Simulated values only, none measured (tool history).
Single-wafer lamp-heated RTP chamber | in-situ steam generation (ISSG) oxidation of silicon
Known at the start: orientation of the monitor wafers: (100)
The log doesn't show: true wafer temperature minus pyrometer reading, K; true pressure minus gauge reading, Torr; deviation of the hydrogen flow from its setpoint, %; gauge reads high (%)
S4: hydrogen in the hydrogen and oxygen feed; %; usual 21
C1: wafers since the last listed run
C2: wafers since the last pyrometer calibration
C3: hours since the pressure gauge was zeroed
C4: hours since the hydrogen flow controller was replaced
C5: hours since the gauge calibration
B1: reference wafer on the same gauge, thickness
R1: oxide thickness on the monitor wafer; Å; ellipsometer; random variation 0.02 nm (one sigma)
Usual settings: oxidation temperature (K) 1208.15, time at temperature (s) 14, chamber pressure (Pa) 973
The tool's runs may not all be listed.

run 1 day=0 | oxidation_temperature_(K)=1208.15 time_at_temperature_(s)=14 chamber_pressure_(Pa)=1093 S4=21 | C1=0 C2=4683 C3=2588.2 C4=278.4 C5=1203.7 | B1=4.057 | R1=41.12
run 2 day=4.292 | oxidation_temperature_(K)=1208.15 time_at_temperature_(s)=14 chamber_pressure_(Pa)=1093 S4=21 | C1=1086 C2=5770 C3=2691.2 C4=381.4 C5=1306.7 | B1=4.058 | R1=40.76
run 3 day=8.55 | oxidation_temperature_(K)=1208.15 time_at_temperature_(s)=14 chamber_pressure_(Pa)=973 S4=21 | C1=1078 C2=6848 C3=2793.4 C4=483.6 C5=1408.9 | B1=4.056 | R1=40.7
run 4 day=10.075 | oxidation_temperature_(K)=1208.15 time_at_temperature_(s)=14 chamber_pressure_(Pa)=973 S4=21 | C1=386 C2=7234 C3=2830 C4=520.2 C5=1445.5 | B1=4.061 | R1=41.33
run 5 day=12.733 | oxidation_temperature_(K)=1208.15 time_at_temperature_(s)=14 chamber_pressure_(Pa)=973 S4=21 | C1=673 C2=7907 C3=2893.8 C4=584 C5=1509.3 | B1=4.065 | R1=41.19
run 6 day=14.533 | oxidation_temperature_(K)=1208.15 time_at_temperature_(s)=11 chamber_pressure_(Pa)=973 S4=21 | C1=455 C2=8363 C3=2937 C4=627.2 C5=1552.5 | B1=4.059 | R1=37.65
-- day=17.133 pyrometer window cleaned and pyrometer calibrated
run 7 day=25.467 | oxidation_temperature_(K)=1208.15 time_at_temperature_(s)=11 chamber_pressure_(Pa)=973 S4=21 | C1=2683 C2=2109 C3=3199.4 C4=889.6 C5=1814.9 | B1=4.06 | R1=37.49
run 8 day=27.975 | oxidation_temperature_(K)=1208.15 time_at_temperature_(s)=11 chamber_pressure_(Pa)=973 S4=21 | C1=635 C2=2744 C3=3259.6 C4=949.8 C5=1875.1 | B1=4.061 | R1=37.61
run 9 day=32.238 | oxidation_temperature_(K)=1208.15 time_at_temperature_(s)=14 chamber_pressure_(Pa)=973 S4=21 | C1=1079 C2=3824 C3=3361.9 C4=1052.1 C5=1977.4 | B1=4.063 | R1=41.11
run 10 day=35.9 | oxidation_temperature_(K)=1208.15 time_at_temperature_(s)=14 chamber_pressure_(Pa)=973 S4=21 | C1=927 C2=4751 C3=3449.8 C4=1140 C5=2065.3 | B1=4.062 | R1=40.65
run 11 day=38.012 | oxidation_temperature_(K)=1208.15 time_at_temperature_(s)=14 chamber_pressure_(Pa)=973 S4=21 | C1=534 C2=5286 C3=3500.5 C4=1190.7 C5=2116 | B1=4.058 | R1=41.29
-- day=42.483 gauge calibrated
run 12 day=48.85 | oxidation_temperature_(K)=1208.15 time_at_temperature_(s)=14 chamber_pressure_(Pa)=973 S4=21 | C1=2744 C2=8030 C3=3760.6 C4=1450.8 C5=152.8 | B1=4.063 | R1=41.2
run 13 day=50.396 | oxidation_temperature_(K)=1208.15 time_at_temperature_(s)=14 chamber_pressure_(Pa)=920 S4=29 | C1=391 C2=8421 C3=3797.7 C4=1487.9 C5=189.9 | B1=4.059 | R1=45.19
-- day=51.708 pyrometer window cleaned and pyrometer calibrated
run 14 day=54.746 | oxidation_temperature_(K)=1215.15 time_at_temperature_(s)=18 chamber_pressure_(Pa)=973 S4=16 | C1=1017 C2=769 C3=3902.1 C4=1592.3 C5=294.3 | B1=4.059 | R1=42.72
run 15 day=56.983 | oxidation_temperature_(K)=1208.15 time_at_temperature_(s)=10 chamber_pressure_(Pa)=973 S4=16 | C1=566 C2=1335 C3=3955.8 C4=1646 C5=348 | B1=4.06 | R1=33.4
run 16 day=61.25 | oxidation_temperature_(K)=1208.15 time_at_temperature_(s)=14 chamber_pressure_(Pa)=1120 S4=21 | C1=1080 C2=2415 C3=4058.2 C4=1748.4 C5=450.4 | B1=4.06 | R1=40.89
-- day=62.562 hydrogen flow controller replaced
-- day=62.9 pressure gauge zeroed
run 17 day=63.25 | oxidation_temperature_(K)=1221.15 time_at_temperature_(s)=10 chamber_pressure_(Pa)=973 S4=21 | C1=337 C2=2753 C3=8.4 C4=16.5 C5=498.4 | B1=4.059 | R1=37.18

Run 18 comes next. What will it give?
run 18 day=67.112 | oxidation_temperature_(K)=1224.15 time_at_temperature_(s)=19 chamber_pressure_(Pa)=920 S4=26 | C1=977 C2=3731 C3=101.1 C4=109.2 C5=591.1 | B1=? | R1=?

{"run 18": {"B1": 4.062, "R1": 50.72}}
Without the tool's hidden state the same run would have given R1 49.35 Å.

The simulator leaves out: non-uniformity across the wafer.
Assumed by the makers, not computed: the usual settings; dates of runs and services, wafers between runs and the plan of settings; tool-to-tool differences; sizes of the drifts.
